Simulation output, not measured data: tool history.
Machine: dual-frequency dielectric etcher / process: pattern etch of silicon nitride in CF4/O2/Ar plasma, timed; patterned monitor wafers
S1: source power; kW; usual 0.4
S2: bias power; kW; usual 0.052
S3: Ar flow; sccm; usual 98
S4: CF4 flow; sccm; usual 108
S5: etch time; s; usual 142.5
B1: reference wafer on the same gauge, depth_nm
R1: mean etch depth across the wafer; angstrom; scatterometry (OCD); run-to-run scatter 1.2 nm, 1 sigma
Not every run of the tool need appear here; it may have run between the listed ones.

| run | day | S1 | S2 | S3 | S4 | S5 | B1 | R1 |
|---|---|---|---|---|---|---|---|---|
| 1 | 0 | 0.4 | 0.052 | 98 | 108 | 142.5 | 225.5 | 2412 |
|  | 0.454 | Ar flow controller replaced |
|  | 1.467 | upper electrode replaced |
| 2 | 1.488 | 0.4 | 0.052 | 98 | 108 | 142.5 | 225.9 | 2399 |
| 3 | 1.5 | 0.4 | 0.052 | 89 | 108 | 100.5 | 225.9 | 1714 |
| 4 | 1.517 | 0.43 | 0.058 | 83 | 108 | 142.5 | 226.2 | 2644 |
| 5 | 1.533 | 0.44 | 0.055 | 98 | 108 | 142.5 | 225.7 | 2633 |
| 6 | 2.088 | 0.32 | 0.052 | 98 | 108 | 142.5 | 225.6 | 2075 |
| 7 | 3.871 | 0.4 | 0.052 | 98 | 108 | 142.5 | 226.7 | 2424 |
| 8 | 4.567 | 0.4 | 0.052 | 87 | 108 | 142.5 | 226.1 | 2462 |
| 9 | 5.867 | 0.44 | 0.04 | 98 | 108 | 121.5 | 225.7 | 2115 |
| 10 | 6.321 | 0.4 | 0.052 | 104 | 108 | 123.5 | 226.2 | 2104 |
| 11 | 6.642 | 0.4 | 0.056 | 114 | 108 | 162.5 | 225.9 | 2813 |
|  | 6.8 | gauge calibrated |
|  | 7.021 | bias power generator calibrated |
|  | 7.938 | wet clean of the chamber |
| 12 | 7.958 | 0.4 | 0.052 | 98 | 108 | 142.5 | 226.2 | 2355 |
| 13 | 7.971 | 0.4 | 0.052 | 98 | 108 | 142.5 | 226 | 2361 |
| 14 | 8 | 0.4 | 0.052 | 98 | 108 | 142.5 | 226.6 | 2375 |
| 15 | 9.304 | 0.4 | 0.047 | 79 | 86 | 142.5 | 226.2 | 2281 |
| 16 | 9.638 | 0.4 | 0.052 | 98 | 108 | 142.5 | 226.6 | 2365 |
| 17 | 10.3 | 0.4 | 0.052 | 98 | 108 | 142.5 | 226.2 | 2366 |
| 18 | 10.967 | 0.4 | 0.052 | 98 | 126 | 106 | 226.1 | 1806 |
| 19 | 11.35 | 0.5 | 0.052 | 98 | 108 | 142.5 | 225.9 | 2799 |
| 20 | 11.921 | 0.4 | 0.04 | 79 | 108 | 142.5 | 226.1 | 2289 |
| 21 | 12.617 | 0.4 | 0.041 | 98 | 108 | 142.5 | 226.4 | 2259 |
| 22 | 13.108 | 0.4 | 0.052 | 98 | 81 | 142.5 | 226.3 | 2269 |

Forecast each of these 3 alternatives for the next run:
| A | 13.129 | 0.4 | 0.052 | 98 | 108 | 142.5 | ? | ? |
| B | 13.129 | 0.4 | 0.047 | 98 | 116 | 142.5 | ? | ? |
| C | 13.129 | 0.4 | 0.046 | 105 | 89 | 142.5 | ? | ? |

| run | B1 | R1 |
|---|---|---|
| A | 225.7 | 2382 |
| B | 225.7 | 2356 |
| C | 225.7 | 2237 |
Without the tool's hidden state the same runs would have given:
| run | R1 |
|---|---|
| A | 2363 |
| B | 2337 |
| C | 2219 |
